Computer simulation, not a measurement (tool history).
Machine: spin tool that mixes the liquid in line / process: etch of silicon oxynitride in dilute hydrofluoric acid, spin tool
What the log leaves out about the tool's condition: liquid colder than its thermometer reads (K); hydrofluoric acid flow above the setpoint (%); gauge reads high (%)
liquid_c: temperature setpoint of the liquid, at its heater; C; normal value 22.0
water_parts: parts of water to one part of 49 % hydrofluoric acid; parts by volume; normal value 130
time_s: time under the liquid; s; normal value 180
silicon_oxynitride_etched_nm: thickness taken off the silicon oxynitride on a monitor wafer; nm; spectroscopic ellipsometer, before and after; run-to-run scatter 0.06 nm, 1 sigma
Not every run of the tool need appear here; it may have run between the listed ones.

run,hour,liquid_c,water_parts,time_s,wafers since the last listed run,hours since the thermometer was replaced,hours since the hydrofluoric acid flow meter was replaced,hours since the gauge calibration,"read-back film thickness of the silicon oxynitride reference wafer, read on the same gauge (nm)",silicon_oxynitride_etched_nm
1,0.0,22.0,130,180,0,1135.2,849.6,215.0,140.02,6.81
2,51.9,22.0,130,180,384,1187.1,901.5,266.9,140.00,6.91
3,86.7,22.0,130,95,257,1221.9,936.3,301.7,140.00,3.63
4,135.3,22.0,130,95,360,1270.5,984.9,350.3,139.99,3.63
5,160.5,22.0,130,180,186,1295.7,1010.1,375.5,140.01,7.03
6,198.9,22.0,130,180,284,1334.1,1048.5,413.9,140.02,6.92
7,237.4,22.0,130,180,285,1372.6,1087.0,452.4,140.00,6.95
8,306.9,25.5,130,180,515,1442.1,1156.5,521.9,139.97,8.17
9,337.9,22.0,150,180,229,1473.1,1187.5,552.9,140.02,6.05
10,398.9,24.5,130,265,452,1534.1,1248.5,613.9,140.00,11.54
# hour 403.3: hydrofluoric acid flow meter replaced
# hour 434.9: thermometer replaced
11,435.4,26.5,130,270,255,0.5,32.1,650.4,139.99,11.83
# hour 445.5: gauge calibrated
12,501.9,18.0,130,265,492,67.0,98.6,56.4,140.00,7.80
13,552.5,22.0,130,180,374,117.6,149.2,107.0,140.00,6.53
14,618.2,24.0,130,210,486,183.3,214.9,172.7,140.00,8.47
15,675.5,22.0,130,180,424,240.6,272.2,230.0,139.97,6.66
16,743.5,22.0,130,180,503,308.6,340.2,298.0,140.00,6.57

Branching from run 16: 5 alternative next runs. What would each branch give?
A,744.0,22.0,130,180,3,309.1,340.7,298.5,?,?
B,744.0,24.5,130,95,3,309.1,340.7,298.5,?,?
C,744.0,22.0,65,180,3,309.1,340.7,298.5,?,?
D,744.0,22.0,155,180,3,309.1,340.7,298.5,?,?
E,744.0,17.0,150,210,3,309.1,340.7,298.5,?,?

run,"read-back film thickness of the silicon oxynitride reference wafer, read on the same gauge (nm)",silicon_oxynitride_etched_nm
A,139.98,6.58
B,139.98,3.90
C,139.98,13.80
D,139.98,5.42
E,139.98,5.15
Take away the tool's hidden state, keep each run's random variation, and the runs would have read:
run,silicon_oxynitride_etched_nm
A,6.30
B,3.73
C,13.24
D,5.18
E,4.94

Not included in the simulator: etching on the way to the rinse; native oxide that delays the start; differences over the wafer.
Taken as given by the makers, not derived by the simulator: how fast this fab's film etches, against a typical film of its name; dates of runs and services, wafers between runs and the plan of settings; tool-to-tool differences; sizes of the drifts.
